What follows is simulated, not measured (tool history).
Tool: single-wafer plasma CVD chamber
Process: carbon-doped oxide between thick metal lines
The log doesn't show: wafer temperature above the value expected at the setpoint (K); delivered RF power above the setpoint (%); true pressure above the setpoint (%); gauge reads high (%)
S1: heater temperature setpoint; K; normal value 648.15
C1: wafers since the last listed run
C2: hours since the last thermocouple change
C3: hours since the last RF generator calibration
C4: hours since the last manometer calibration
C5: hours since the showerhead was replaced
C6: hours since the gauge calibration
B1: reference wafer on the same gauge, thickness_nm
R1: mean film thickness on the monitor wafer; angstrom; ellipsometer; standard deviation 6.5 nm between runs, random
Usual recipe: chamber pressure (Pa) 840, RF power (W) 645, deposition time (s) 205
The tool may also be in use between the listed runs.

Run 1, hour 0: usual settings; C1 0; C2 1830.9; C3 1050.7; C4 1122; C5 4284.8; C6 81.6; B1 1141.486. Result: R1 12177.38 angstrom.
Run 2, hour 65.2: usual settings; C1 372; C2 1896.1; C3 1115.9; C4 1187.2; C5 4350; C6 146.8; B1 1140.792. Result: R1 12138.76 angstrom.
Run 3, hour 172.4: usual settings but S1 656.15 K; C1 612; C2 2003.3; C3 1223.1; C4 1294.4; C5 4457.2; C6 254; B1 1140.448. Result: R1 11916.72 angstrom.
Run 4, hour 250.6: usual settings but S1 657.15 K, RF power (W) 580; C1 446; C2 2081.5; C3 1301.3; C4 1372.6; C5 4535.4; C6 332.2; B1 1139.412. Result: R1 11276.1 angstrom.
Run 5, hour 484.9: usual settings; C1 1337; C2 2315.8; C3 1535.6; C4 1606.9; C5 4769.7; C6 566.5; B1 1141.297. Result: R1 12096.13 angstrom.
Run 6, hour 581.2: usual settings; C1 549; C2 2412.1; C3 1631.9; C4 1703.2; C5 4866; C6 662.8; B1 1140.754. Result: R1 12138.68 angstrom.
Run 7, hour 656.1: usual settings; C1 427; C2 2487; C3 1706.8; C4 1778.1; C5 4940.9; C6 737.7; B1 1141.107. Result: R1 12205.5 angstrom.
At hour 684.2: RF generator calibrated.
Run 8, hour 741.7: usual settings; C1 443; C2 2572.6; C3 57.5; C4 1863.7; C5 5026.5; C6 823.3; B1 1138.822. Result: R1 12210.56 angstrom.
At hour 776.5: thermocouple changed; heater temperature recalibrated.
Run 9, hour 835.4: usual settings but deposition time (s) 243; C1 489; C2 58.9; C3 151.2; C4 1957.4; C5 5120.2; C6 917; B1 1142.94. Result: R1 14246.59 angstrom.
Run 10, hour 883.8: usual settings but S1 642.15 K, RF power (W) 735; C1 276; C2 107.3; C3 199.6; C4 2005.8; C5 5168.6; C6 965.4; B1 1137.443. Result: R1 13281.52 angstrom.
At hour 955.6: gauge calibrated.
Run 11, hour 969.3: usual settings but chamber pressure (Pa) 765, RF power (W) 595; C1 488; C2 192.8; C3 285.1; C4 2091.3; C5 5254.1; C6 13.7; B1 1137.531. Result: R1 11552.67 angstrom.
Run 12, hour 1029: usual settings but S1 662.15 K, RF power (W) 585, deposition time (s) 238; C1 340; C2 252.5; C3 344.8; C4 2151; C5 5313.8; C6 73.4; B1 1140.369. Result: R1 13002.9 angstrom.
At hour 1082.5: capacitance manometer re-zeroed and calibrated.
Run 13, hour 1108.4: usual settings but S1 641.15 K, chamber pressure (Pa) 787; C1 407; C2 331.9; C3 424.2; C4 25.9; C5 5393.2; C6 152.8; B1 1139.037. Result: R1 12204.02 angstrom.
At hour 1160.4: showerhead replaced.
Run 14, hour 1180.1: usual settings but S1 652.15 K, chamber pressure (Pa) 1036; C1 363; C2 403.6; C3 495.9; C4 97.6; C5 19.7; C6 224.5; B1 1140.77. Result: R1 12200.09 angstrom.
Run 15, hour 1278.8: usual settings; C1 563; C2 502.3; C3 594.6; C4 196.3; C5 118.4; C6 323.2; B1 1140.915. Result: R1 12128.05 angstrom.
Run 16, hour 1336.4: usual settings; C1 328; C2 559.9; C3 652.2; C4 253.9; C5 176; C6 380.8; B1 1138.975. Result: R1 12123.13 angstrom.
Run 17, hour 1577.6: usual settings but S1 653.15 K, chamber pressure (Pa) 719, RF power (W) 600, deposition time (s) 192; C1 1377; C2 801.1; C3 893.4; C4 495.1; C5 417.2; C6 622; B1 1137.453. Result: R1 10740.28 angstrom.

Below are 3 alternative next runs, each starting from the tool's condition after run 17. Predict each:
Run A, hour 1578.1: usual settings; C1 2; C2 801.6; C3 893.9; C4 495.6; C5 417.7; C6 622.5; B1 ?. Result: R1 ?.
Run B, hour 1578.1: usual settings but RF power (W) 720; C1 2; C2 801.6; C3 893.9; C4 495.6; C5 417.7; C6 622.5; B1 ?. Result: R1 ?.
Run C, hour 1578.1: usual settings but RF power (W) 555, deposition time (s) 189; C1 2; C2 801.6; C3 893.9; C4 495.6; C5 417.7; C6 622.5; B1 ?. Result: R1 ?.

run        B1        R1
  A  1138.606  12166.76
  B  1138.606  12901.78
  C  1138.606  10342.98
Without the tool's hidden state the same runs would have given:
run        R1
  A  12166.76
  B  12901.78
  C  10342.98
